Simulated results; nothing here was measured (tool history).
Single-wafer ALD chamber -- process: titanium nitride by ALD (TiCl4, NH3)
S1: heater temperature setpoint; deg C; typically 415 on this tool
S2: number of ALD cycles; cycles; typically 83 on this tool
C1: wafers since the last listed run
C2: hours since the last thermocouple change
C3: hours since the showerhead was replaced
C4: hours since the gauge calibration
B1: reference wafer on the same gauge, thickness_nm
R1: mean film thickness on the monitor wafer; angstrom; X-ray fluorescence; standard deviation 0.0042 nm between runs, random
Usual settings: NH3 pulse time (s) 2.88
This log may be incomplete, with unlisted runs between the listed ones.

Run 1, hour 0: usual settings; C1 0; C2 530; C3 2375.8; C4 3.8; B1 1.819. Result: R1 16.62 angstrom.
Run 2, hour 25.7: usual settings; C1 69; C2 555.7; C3 2401.5; C4 29.5; B1 1.82. Result: R1 16.72 angstrom.
Run 3, hour 55.6: usual settings; C1 80; C2 585.6; C3 2431.4; C4 59.4; B1 1.82. Result: R1 16.71 angstrom.
Run 4, hour 115: usual settings; C1 160; C2 645; C3 2490.8; C4 118.8; B1 1.821. Result: R1 16.69 angstrom.
Run 5, hour 145.6: usual settings; C1 82; C2 675.6; C3 2521.4; C4 149.4; B1 1.822. Result: R1 16.72 angstrom.
Run 6, hour 166.6: usual settings but S1 404 deg C, NH3 pulse time (s) 3.6; C1 56; C2 696.6; C3 2542.4; C4 170.4; B1 1.82. Result: R1 16.77 angstrom.
Run 7, hour 188.3: usual settings but S1 404 deg C, NH3 pulse time (s) 3.6; C1 58; C2 718.3; C3 2564.1; C4 192.1; B1 1.821. Result: R1 16.8 angstrom.
Run 8, hour 204.7: usual settings but S2 92 cycles; C1 44; C2 734.7; C3 2580.5; C4 208.5; B1 1.821. Result: R1 18.5 angstrom.
Run 9, hour 236.2: usual settings but S2 92 cycles; C1 85; C2 766.2; C3 2612; C4 240; B1 1.82. Result: R1 18.5 angstrom.
Run 10, hour 272: usual settings but S1 412 deg C, NH3 pulse time (s) 3.39; C1 96; C2 802; C3 2647.8; C4 275.8; B1 1.82. Result: R1 16.84 angstrom.
Run 11, hour 297.2: usual settings but S1 412 deg C, NH3 pulse time (s) 3.39; C1 68; C2 827.2; C3 2673; C4 301; B1 1.819. Result: R1 16.78 angstrom.
Run 12, hour 309.4: usual settings but NH3 pulse time (s) 3.13; C1 32; C2 839.4; C3 2685.2; C4 313.2; B1 1.82. Result: R1 16.74 angstrom.
Run 13, hour 334.4: usual settings but NH3 pulse time (s) 3.13; C1 67; C2 864.4; C3 2710.2; C4 338.2; B1 1.82. Result: R1 16.73 angstrom.
Run 14, hour 350.9: usual settings but NH3 pulse time (s) 3.13; C1 44; C2 880.9; C3 2726.7; C4 354.7; B1 1.819. Result: R1 16.77 angstrom.
Run 15, hour 456.9: usual settings but S1 425 deg C; C1 286; C2 986.9; C3 2832.7; C4 460.7; B1 1.818. Result: R1 16.72 angstrom.
Run 16, hour 480.7: usual settings but S1 425 deg C; C1 64; C2 1010.7; C3 2856.5; C4 484.5; B1 1.819. Result: R1 16.69 angstrom.
At hour 505.1: showerhead replaced.
Run 17, hour 510.8: usual settings but S1 425 deg C; C1 59; C2 1040.8; C3 5.7; C4 514.6; B1 1.82. Result: R1 16.74 angstrom.
Run 18, hour 524.6: usual settings; C1 37; C2 1054.6; C3 19.5; C4 528.4; B1 1.821. Result: R1 16.79 angstrom.
At hour 529.9: gauge calibrated.
Run 19, hour 552.5: usual settings but S1 410 deg C, NH3 pulse time (s) 2.37; C1 75; C2 1082.5; C3 47.4; C4 22.6; B1 1.82. Result: R1 16.54 angstrom.
Run 20, hour 584.3: usual settings; C1 85; C2 1114.3; C3 79.2; C4 54.4; B1 1.818. Result: R1 16.69 angstrom.
Run 21, hour 597.9: usual settings but S1 427 deg C, S2 73 cycles, NH3 pulse time (s) 3.45; C1 36; C2 1127.9; C3 92.8; C4 68; B1 1.82. Result: R1 14.83 angstrom.
At hour 621.8: thermocouple changed; heater temperature recalibrated.
Run 22, hour 627.5: usual settings but S1 404 deg C, NH3 pulse time (s) 2.58; C1 58; C2 5.7; C3 122.4; C4 97.6; B1 1.822. Result: R1 16.58 angstrom.
Run 23, hour 735: usual settings but S1 404 deg C, S2 75 cycles, NH3 pulse time (s) 3.97; C1 290; C2 113.2; C3 229.9; C4 205.1; B1 1.82. Result: R1 15.25 angstrom.
Run 24, hour 766.3: usual settings but S2 77 cycles; C1 84; C2 144.5; C3 261.2; C4 236.4; B1 1.821. Result: R1 15.44 angstrom.
Run 25, hour 795.8: usual settings; C1 79; C2 174; C3 290.7; C4 265.9; B1 1.819. Result: R1 16.71 angstrom.
Run 26, hour 828.3: usual settings but S1 425 deg C, S2 93 cycles, NH3 pulse time (s) 3.65; C1 87; C2 206.5; C3 323.2; C4 298.4; B1 1.819. Result: R1 18.92 angstrom.
Run 27, hour 841.9: usual settings but NH3 pulse time (s) 4; C1 36; C2 220.1; C3 336.8; C4 312; B1 1.821. Result: R1 16.87 angstrom.
Run 28, hour 866.9: usual settings but S2 95 cycles, NH3 pulse time (s) 2.32; C1 67; C2 245.1; C3 361.8; C4 337; B1 1.82. Result: R1 18.96 angstrom.
Run 29, hour 890.2: usual settings but S1 425 deg C; C1 62; C2 268.4; C3 385.1; C4 360.3; B1 1.82. Result: R1 16.71 angstrom.
Run 30, hour 922.9: usual settings; C1 88; C2 301.1; C3 417.8; C4 393; B1 1.819. Result: R1 16.68 angstrom.
Run 31, hour 954.2: usual settings but NH3 pulse time (s) 3.71; C1 84; C2 332.4; C3 449.1; C4 424.3; B1 1.822. Result: R1 16.77 angstrom.
Run 32, hour 972.9: usual settings but S1 411 deg C; C1 50; C2 351.1; C3 467.8; C4 443; B1 1.82. Result: R1 16.67 angstrom.
Run 33, hour 986.2: usual settings but S1 409 deg C, S2 94 cycles, NH3 pulse time (s) 3.49; C1 35; C2 364.4; C3 481.1; C4 456.3; B1 1.821. Result: R1 18.96 angstrom.
Run 34, hour 1018.9: usual settings but S1 427 deg C; C1 88; C2 397.1; C3 513.8; C4 489; B1 1.819. Result: R1 16.69 angstrom.
Run 35, hour 1035.9: usual settings but S2 95 cycles, NH3 pulse time (s) 2.32; C1 45; C2 414.1; C3 530.8; C4 506; B1 1.819. Result: R1 18.96 angstrom.

Forecast each of these 3 alternatives for the next run:
Run A, hour 1036.5: usual settings; C1 1; C2 414.7; C3 531.4; C4 506.6; B1 ?. Result: R1 ?.
Run B, hour 1036.5: usual settings but S1 407 deg C, S2 94 cycles, NH3 pulse time (s) 3.72; C1 1; C2 414.7; C3 531.4; C4 506.6; B1 ?. Result: R1 ?.
Run C, hour 1036.5: usual settings but S1 408 deg C, S2 75 cycles, NH3 pulse time (s) 3.61; C1 1; C2 414.7; C3 531.4; C4 506.6; B1 ?. Result: R1 ?.

run    B1     R1
  A  1.82  16.68
  B  1.82  19.05
  C  1.82  15.19
Stripped of hidden state, with their random variation kept, the same runs would have yielded:
run     R1
  A  16.68
  B  19.05
  C  15.19
